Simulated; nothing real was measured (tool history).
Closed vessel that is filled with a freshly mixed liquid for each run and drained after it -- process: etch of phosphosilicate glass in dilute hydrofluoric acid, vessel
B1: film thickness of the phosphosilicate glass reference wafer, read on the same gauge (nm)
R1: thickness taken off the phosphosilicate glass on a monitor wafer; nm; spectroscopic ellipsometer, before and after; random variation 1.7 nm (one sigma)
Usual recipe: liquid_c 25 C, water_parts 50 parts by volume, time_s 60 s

{"run": 1, "hour": 0.0, "liquid_c": 25, "water_parts": 50, "time_s": 60, "B1": 99.99, "R1": 175.2}
{"hour": 34.0, "done": "gauge calibrated"}
{"run": 2, "hour": 89.4, "liquid_c": 25, "water_parts": 60, "time_s": 60, "B1": 99.99, "R1": 144.12}
{"hour": 157.2, "done": "hydrofluoric acid flow meter replaced"}
{"run": 3, "hour": 182.3, "liquid_c": 25, "water_parts": 60, "time_s": 60, "B1": 100.01, "R1": 143.49}
{"run": 4, "hour": 267.7, "liquid_c": 25, "water_parts": 60, "time_s": 60, "B1": 100, "R1": 144.76}
{"run": 5, "hour": 309.8, "liquid_c": 23, "water_parts": 50, "time_s": 80, "B1": 100, "R1": 213.97}
{"run": 6, "hour": 409.4, "liquid_c": 23, "water_parts": 50, "time_s": 80, "B1": 99.97, "R1": 216.57}
{"run": 7, "hour": 491.2, "liquid_c": 25, "water_parts": 50, "time_s": 80, "B1": 100, "R1": 229.75}
{"run": 8, "hour": 537.1, "liquid_c": 25, "water_parts": 50, "time_s": 60, "B1": 99.99, "R1": 172.66}
{"hour": 618.2, "done": "hydrofluoric acid flow meter replaced"}
{"run": 9, "hour": 637.9, "liquid_c": 25, "water_parts": 50, "time_s": 60, "B1": 99.98, "R1": 171.76}
{"run": 10, "hour": 745.8, "liquid_c": 23.5, "water_parts": 65, "time_s": 60, "B1": 100, "R1": 122.25}
{"run": 11, "hour": 806.6, "liquid_c": 23.5, "water_parts": 65, "time_s": 60, "B1": 100, "R1": 123.37}
{"run": 12, "hour": 844.2, "liquid_c": 25, "water_parts": 50, "time_s": 60, "B1": 100, "R1": 170.64}
{"run": 13, "hour": 889.1, "liquid_c": 25, "water_parts": 50, "time_s": 60, "B1": 100.02, "R1": 171.23}
{"hour": 1048.4, "done": "hydrofluoric acid flow meter replaced"}
{"run": 14, "hour": 1107.9, "liquid_c": 25, "water_parts": 45, "time_s": 90, "B1": 99.99, "R1": 289.47}
{"run": 15, "hour": 1149.6, "liquid_c": 25, "water_parts": 40, "time_s": 60, "B1": 100, "R1": 217.78}
{"hour": 1184.4, "done": "thermometer replaced"}
{"run": 16, "hour": 1199.0, "liquid_c": 25, "water_parts": 50, "time_s": 60, "B1": 100, "R1": 179.02}
{"run": 17, "hour": 1236.9, "liquid_c": 22, "water_parts": 50, "time_s": 95, "B1": 99.99, "R1": 250.04}
{"run": 18, "hour": 1312.1, "liquid_c": 21, "water_parts": 30, "time_s": 90, "B1": 100.02, "R1": 390.91}
{"run": 19, "hour": 1413.4, "liquid_c": 27, "water_parts": 30, "time_s": 60, "B1": 100, "R1": 331.3}
{"hour": 1552.7, "done": "hydrofluoric acid flow meter replaced"}
{"hour": 1572.2, "done": "gauge calibrated"}
{"run": 20, "hour": 1657.8, "liquid_c": 28.5, "water_parts": 50, "time_s": 60, "B1": 100.01, "R1": 202.16}
{"run": 21, "hour": 1724.4, "liquid_c": 25, "water_parts": 50, "time_s": 60, "B1": 99.99, "R1": 180.61}
{"run": 22, "hour": 1764.8, "liquid_c": 23, "water_parts": 50, "time_s": 80, "B1": 100, "R1": 218.12}
{"run": 23, "hour": 1862.9, "liquid_c": 25, "water_parts": 60, "time_s": 80, "B1": 100.01, "R1": 194.94}

The next listed run, before its measurement:
{"run": 24, "hour": 1940.4, "liquid_c": 26.5, "water_parts": 50, "time_s": 60, "B1": "?", "R1": "?"}

B1: 99.97
R1: 191.47 nm
Without the tool's hidden state the same run would have given R1 196.49 nm.
